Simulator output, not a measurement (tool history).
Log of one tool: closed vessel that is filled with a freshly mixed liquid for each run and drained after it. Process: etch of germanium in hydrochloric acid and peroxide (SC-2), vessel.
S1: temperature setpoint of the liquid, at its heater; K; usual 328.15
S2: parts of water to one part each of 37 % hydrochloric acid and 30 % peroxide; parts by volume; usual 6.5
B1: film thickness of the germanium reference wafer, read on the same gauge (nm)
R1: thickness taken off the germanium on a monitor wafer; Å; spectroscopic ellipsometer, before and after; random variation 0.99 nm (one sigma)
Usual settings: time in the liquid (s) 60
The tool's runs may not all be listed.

{"run": 1, "day": 0.0, "S1": 328.15, "S2": 6.5, "time in the liquid (s)": 60, "B1": 80.0, "R1": 1708.4}
{"run": 2, "day": 4.388, "S1": 328.15, "S2": 6.5, "time in the liquid (s)": 45, "B1": 80.01, "R1": 1266.7}
{"run": 3, "day": 8.712, "S1": 328.15, "S2": 6.5, "time in the liquid (s)": 45, "B1": 80.01, "R1": 1267.1}
{"run": 4, "day": 11.379, "S1": 328.15, "S2": 6.5, "time in the liquid (s)": 45, "B1": 79.97, "R1": 1252.1}
{"run": 5, "day": 13.404, "S1": 325.65, "S2": 6.5, "time in the liquid (s)": 60, "B1": 80.02, "R1": 1566.3}
{"run": 6, "day": 16.296, "S1": 328.15, "S2": 6.5, "time in the liquid (s)": 60, "B1": 79.98, "R1": 1691.8}
{"run": 7, "day": 18.208, "S1": 332.65, "S2": 6.5, "time in the liquid (s)": 75, "B1": 80.01, "R1": 2442.8}
{"run": 8, "day": 19.975, "S1": 332.65, "S2": 6.5, "time in the liquid (s)": 75, "B1": 80.0, "R1": 2420.4}
{"run": 9, "day": 24.029, "S1": 328.15, "S2": 6.5, "time in the liquid (s)": 80, "B1": 80.01, "R1": 2248.4}
{"run": 10, "day": 27.454, "S1": 328.15, "S2": 6.5, "time in the liquid (s)": 80, "B1": 80.01, "R1": 2261.7}
{"day": 28.962, "done": "thermometer replaced"}
{"run": 11, "day": 29.525, "S1": 328.15, "S2": 6.5, "time in the liquid (s)": 80, "B1": 79.98, "R1": 2250.3}
{"run": 12, "day": 32.512, "S1": 328.15, "S2": 6.5, "time in the liquid (s)": 60, "B1": 80.02, "R1": 1711.7}
{"day": 34.283, "done": "chemicals flow meter replaced"}
{"day": 34.492, "done": "new drum of peroxide connected"}
{"run": 13, "day": 38.938, "S1": 322.65, "S2": 6.5, "time in the liquid (s)": 60, "B1": 79.99, "R1": 1426.8}
{"run": 14, "day": 42.258, "S1": 328.15, "S2": 5.0, "time in the liquid (s)": 60, "B1": 80.02, "R1": 1705.2}
{"run": 15, "day": 46.454, "S1": 333.15, "S2": 5.5, "time in the liquid (s)": 90, "B1": 80.03, "R1": 2984.3}
{"run": 16, "day": 54.062, "S1": 328.15, "S2": 8.0, "time in the liquid (s)": 90, "B1": 80.0, "R1": 2507.7}
{"run": 17, "day": 56.496, "S1": 328.15, "S2": 6.5, "time in the liquid (s)": 60, "B1": 80.03, "R1": 1697.1}
{"run": 18, "day": 60.117, "S1": 328.15, "S2": 7.5, "time in the liquid (s)": 60, "B1": 79.98, "R1": 1670.8}
{"day": 60.654, "done": "gauge calibrated"}
{"run": 19, "day": 62.925, "S1": 320.15, "S2": 8.5, "time in the liquid (s)": 35, "B1": 79.99, "R1": 757.6}

The next listed run, before its measurement:
{"run": 20, "day": 72.792, "S1": 318.65, "S2": 4.0, "time in the liquid (s)": 80, "B1": "?", "R1": "?"}

{"run 20": {"B1": 79.98, "R1": 1683.9}}
Without the tool's hidden state the same run would have given R1 1683.9 Å.
